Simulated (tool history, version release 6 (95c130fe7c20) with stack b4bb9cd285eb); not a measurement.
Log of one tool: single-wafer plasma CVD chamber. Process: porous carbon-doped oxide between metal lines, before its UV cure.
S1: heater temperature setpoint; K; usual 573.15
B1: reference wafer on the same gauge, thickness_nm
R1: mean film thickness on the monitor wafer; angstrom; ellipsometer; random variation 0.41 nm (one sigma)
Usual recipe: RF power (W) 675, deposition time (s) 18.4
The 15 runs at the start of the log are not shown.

{"hour": 984.3, "done": "showerhead replaced"}
{"run": 16, "hour": 1037.9, "S1": 573.15, "RF power (W)": 675, "deposition time (s)": 17.5, "B1": 122.252, "R1": 1117.09}
{"run": 17, "hour": 1136.2, "S1": 585.15, "RF power (W)": 745, "deposition time (s)": 16.5, "B1": 122.113, "R1": 1045.52}
{"run": 18, "hour": 1179.6, "S1": 573.15, "RF power (W)": 675, "deposition time (s)": 18.4, "B1": 121.897, "R1": 1176.14}
{"run": 19, "hour": 1244.8, "S1": 573.15, "RF power (W)": 675, "deposition time (s)": 20.9, "B1": 122.056, "R1": 1330.5}
{"run": 20, "hour": 1306.9, "S1": 562.15, "RF power (W)": 740, "deposition time (s)": 15.9, "B1": 122.045, "R1": 1132.26}
{"hour": 1367.2, "done": "thermocouple changed; heater temperature recalibrated"}
{"run": 21, "hour": 1388.6, "S1": 586.15, "RF power (W)": 795, "deposition time (s)": 16.8, "B1": 121.945, "R1": 1076.34}
{"run": 22, "hour": 1493.2, "S1": 573.15, "RF power (W)": 675, "deposition time (s)": 18.4, "B1": 122.016, "R1": 1145.46}
{"run": 23, "hour": 1546.0, "S1": 573.15, "RF power (W)": 675, "deposition time (s)": 15.9, "B1": 122.015, "R1": 989.48}
{"hour": 1627.3, "done": "gauge calibrated"}
{"run": 24, "hour": 1645.3, "S1": 586.15, "RF power (W)": 795, "deposition time (s)": 16.8, "B1": 121.852, "R1": 1075.34}
{"run": 25, "hour": 1689.2, "S1": 573.15, "RF power (W)": 675, "deposition time (s)": 18.4, "B1": 121.941, "R1": 1136.09}
{"run": 26, "hour": 1749.9, "S1": 573.15, "RF power (W)": 675, "deposition time (s)": 18.4, "B1": 121.826, "R1": 1139.02}
{"hour": 1782.6, "done": "RF generator calibrated"}
{"run": 27, "hour": 1831.0, "S1": 564.15, "RF power (W)": 785, "deposition time (s)": 16.1, "B1": 122.153, "R1": 1173.33}
{"run": 28, "hour": 1884.8, "S1": 573.15, "RF power (W)": 675, "deposition time (s)": 18.4, "B1": 122.093, "R1": 1165.99}
{"run": 29, "hour": 1962.9, "S1": 573.15, "RF power (W)": 560, "deposition time (s)": 18.4, "B1": 122.076, "R1": 1051.1}
{"run": 30, "hour": 2066.7, "S1": 573.15, "RF power (W)": 675, "deposition time (s)": 19.5, "B1": 121.965, "R1": 1232.1}
{"run": 31, "hour": 2111.1, "S1": 586.15, "RF power (W)": 565, "deposition time (s)": 20.9, "B1": 121.804, "R1": 1112.82}
{"run": 32, "hour": 2194.0, "S1": 573.15, "RF power (W)": 545, "deposition time (s)": 18.4, "B1": 122.11, "R1": 1030.76}
{"run": 33, "hour": 2280.9, "S1": 573.15, "RF power (W)": 755, "deposition time (s)": 18.4, "B1": 122.063, "R1": 1236.68}

Predict each of these 5 candidate next runs independently; none follows another, all start after run 33:
{"run": "A", "hour": 2281.3, "S1": 573.15, "RF power (W)": 675, "deposition time (s)": 18.4, "B1": "?", "R1": "?"}
{"run": "B", "hour": 2281.3, "S1": 584.15, "RF power (W)": 800, "deposition time (s)": 16.3, "B1": "?", "R1": "?"}
{"run": "C", "hour": 2281.3, "S1": 573.15, "RF power (W)": 675, "deposition time (s)": 21.7, "B1": "?", "R1": "?"}
{"run": "D", "hour": 2281.3, "S1": 573.15, "RF power (W)": 675, "deposition time (s)": 20.7, "B1": "?", "R1": "?"}
{"run": "E", "hour": 2281.3, "S1": 562.15, "RF power (W)": 675, "deposition time (s)": 16.5, "B1": "?", "R1": "?"}

run=A B1=121.915 R1=1166.82
run=B B1=121.915 R1=1079.86
run=C B1=121.915 R1=1368.19
run=D B1=121.915 R1=1307.26
run=E B1=121.915 R1=1116.74
The same runs, with their run-to-run variation unchanged, on a tool lacking any hidden condition would have given:
run=A R1=1168.46
run=B R1=1081.79
run=C R1=1370.10
run=D R1=1309.09
run=E R1=1117.91

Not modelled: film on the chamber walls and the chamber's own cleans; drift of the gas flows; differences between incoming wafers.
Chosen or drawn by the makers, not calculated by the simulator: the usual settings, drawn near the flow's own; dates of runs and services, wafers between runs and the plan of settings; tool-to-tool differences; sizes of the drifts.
